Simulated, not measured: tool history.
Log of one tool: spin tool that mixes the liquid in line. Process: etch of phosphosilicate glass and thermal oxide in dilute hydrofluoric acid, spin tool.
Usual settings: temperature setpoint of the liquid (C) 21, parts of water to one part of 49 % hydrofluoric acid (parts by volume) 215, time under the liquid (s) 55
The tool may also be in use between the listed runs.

run,hour,temperature setpoint of the liquid (C),parts of water to one part of 49 % hydrofluoric acid (parts by volume),time under the liquid (s),"read-back film thickness of the phosphosilicate glass reference wafer, read on the same gauge (nm)","read-back film thickness of the thermal oxide reference wafer, read on the same gauge (nm)",thickness taken off the phosphosilicate glass on a monitor wafer (Å),thickness taken off the thermal oxide on a monitor wafer (Å)
1,0,18,215,55,69.99,49.966,378.6,10.53
# hour 27.1: gauge calibrated
2,94.6,21,215,55,69.94,50.018,421.2,11.37
3,123.7,17,215,90,70,49.977,601.8,17.16
4,159,21,215,40,69.97,49.967,308.2,8.75
5,188.1,23,270,35,69.96,49.991,223.2,5.96
6,231.5,24,320,25,70.02,49.979,131.1,3.62
# hour 293: thermometer replaced
7,293.5,21,300,45,69.96,49.989,210.8,5.75
# hour 327: hydrofluoric acid flow meter replaced
8,360.9,17.5,215,55,69.99,50,347,9.11
9,423.8,21,170,55,70.01,49.993,535.2,14.58
10,468.6,21,280,30,70.01,49.994,158.5,4.16
11,505.1,17,165,85,70.02,49.98,734.2,19.77
12,556.1,26,305,55,69.94,49.981,305.9,8.41
13,596.5,21,215,55,70.02,50.05,407.5,10.9
14,622.5,21,215,55,70.01,49.971,408.2,11.15
15,658.2,21,145,40,70,50.003,471.4,12.74
16,710.4,21,215,35,69.98,49.986,258.2,7.18
17,734.9,21,215,55,69.98,49.991,411.3,10.63
18,798.3,21,300,45,69.98,49.995,218.1,6.26
19,844.2,21,215,70,70,50.023,525,13.67
20,886.7,24,175,65,70.01,50.009,702.9,17.84
21,954,21,215,75,70.03,49.961,569.6,14.81
22,1022.6,25.5,215,55,70,50.002,485.3,12.89
23,1093,17,310,40,69.99,49.995,164.1,4.55
24,1147.7,25.5,215,45,69.99,49.993,401.3,11.58
25,1206.2,21,215,55,70.01,49.989,419.9,10.73
26,1339,23,215,90,70.01,50.027,745.6,20.92

Forecast each of these 4 alternatives for the next run:
A,1339.4,22.5,215,55,?,?,?,?
B,1339.4,25,315,90,?,?,?,?
C,1339.4,19,215,55,?,?,?,?
D,1339.4,24.5,300,25,?,?,?,?

run,"read-back film thickness of the phosphosilicate glass reference wafer, read on the same gauge (nm)","read-back film thickness of the thermal oxide reference wafer, read on the same gauge (nm)",thickness taken off the phosphosilicate glass on a monitor wafer (Å),thickness taken off the thermal oxide on a monitor wafer (Å)
A,69.95,50.019,449,12.21
B,69.95,50.019,492.9,13.4
C,69.95,50.019,394.3,10.72
D,69.95,50.019,143.6,3.9
Without the tool's hidden state the same runs would have given:
run,thickness taken off the phosphosilicate glass on a monitor wafer (Å),thickness taken off the thermal oxide on a monitor wafer (Å)
A,417.9,11.36
B,461.7,12.55
C,365.9,9.95
D,134.3,3.65

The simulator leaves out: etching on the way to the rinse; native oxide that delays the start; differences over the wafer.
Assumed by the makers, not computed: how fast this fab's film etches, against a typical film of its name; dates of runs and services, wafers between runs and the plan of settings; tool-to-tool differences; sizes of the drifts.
